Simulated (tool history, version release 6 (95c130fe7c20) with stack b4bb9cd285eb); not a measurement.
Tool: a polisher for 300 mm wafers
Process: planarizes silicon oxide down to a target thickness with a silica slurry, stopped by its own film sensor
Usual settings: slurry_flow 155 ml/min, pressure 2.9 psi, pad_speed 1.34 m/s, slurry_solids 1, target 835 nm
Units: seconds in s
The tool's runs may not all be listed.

run	hour	slurry_flow	pressure	pad_speed	slurry_solids	target	wafers since the last listed run	wafers polished on this pad	hours since the slurry nozzle was cleaned	hours since the head pressure was calibrated	hours since the slurry blender was calibrated	hours since the conditioning disc was replaced	incoming thickness of the incoming film, nm	seconds
1	0	155	2.9	1.34	1	809	0	330	689.4	859.3	221.2	83.9	1052.9	109.8
2	19.4	170	2.9	1.44	1	835	272	603	708.8	878.7	240.6	103.3	1031.1	86.6
3	45.4	155	2.9	1.68	1	835	365	968	734.8	904.7	266.6	129.3	1034.6	79.3
4	76.5	155	2.9	1.68	1	835	436	1405	765.9	935.8	297.7	160.4	1025.1	79.5
# hour 84.5: worn pad replaced by a new one
# hour 117.7: conditioning disc replaced and pad reconditioned
5	128.6	155	2.9	1.34	1	835	647	590	818	987.9	349.8	10.9	1043.8	88.3
6	159.9	155	2.9	1.34	1	835	439	1030	849.3	1019.2	381.1	42.2	1031.5	86.2
# hour 174.5: worn pad replaced by a new one, of another model than before
7	184.5	115	2.9	1.34	1	835	289	140	873.9	1043.8	405.7	66.8	1047.7	97
# hour 238.5: slurry nozzle cleaned
8	239	115	2.9	1.34	1	835	751	891	0.5	1098.3	460.2	121.3	1036	94.4
# hour 249.1: head pressure recalibrated
# hour 253.3: slurry blender recalibrated
# hour 275.4: worn pad replaced by a new one
9	275.9	155	2.9	1.34	1	813	405	7	37.4	26.8	22.6	158.2	1052.1	112.3
10	297	155	2.9	1.34	0.75	835	296	303	58.5	47.9	43.7	179.3	1055.2	127.7
11	323.5	180	2.9	0.9	1	876	372	675	85	74.4	70.2	205.8	1042.6	112.2
# hour 337.3: conditioning disc replaced and pad reconditioned
12	339.9	155	2	1.12	1	835	202	877	101.4	90.8	86.6	2.6	1034.8	133.2
# hour 367.3: worn pad replaced by a new one
13	371.8	155	3.2	1.34	1	835	391	62	133.3	122.7	118.5	34.5	1041.4	85.5
14	407.7	115	2.9	1.34	1	835	504	566	169.2	158.6	154.4	70.4	1036.6	95.2
15	422.5	155	2.9	1.34	1	835	207	774	184	173.4	169.2	85.2	1025.1	88.4
16	448.7	155	2	1.12	1	835	367	1142	210.2	199.6	195.4	111.4	1052	150.2
# hour 455.3: worn pad replaced by a new one
17	471.6	155	2.9	0.9	1	863	265	228	233.1	222.5	218.3	134.3	1044.4	121.5
18	504.5	155	3.7	1.34	1	856	461	690	266	255.4	251.2	167.2	1017.4	65.6

Some steps in seconds between neighbouring runs. How much of each would the tool show without its hidden state too (settings, what came in, random variation), and how much is left for the hidden state, with any gauge scatter that isn't in both results?
The hidden state here: removal rate lost through wear of the pad, %; slurry flow missing at the pad, %; deviation of the head's pressure from its setpoint, %; abrasive missing from the slurry, %; time polished since the conditioner stopped cutting, s.
Run 4 -> 5: pad_speed 1.68 -> 1.34, worn pad replaced by a new one, conditioning disc replaced and pad reconditioned. seconds +8.8 s: hidden state -8.2, all else +17.
Run 15 -> 16: pressure 2.9 -> 2, pad_speed 1.34 -> 1.12. seconds +61.8 s: hidden state +2.5, all else +59.3.
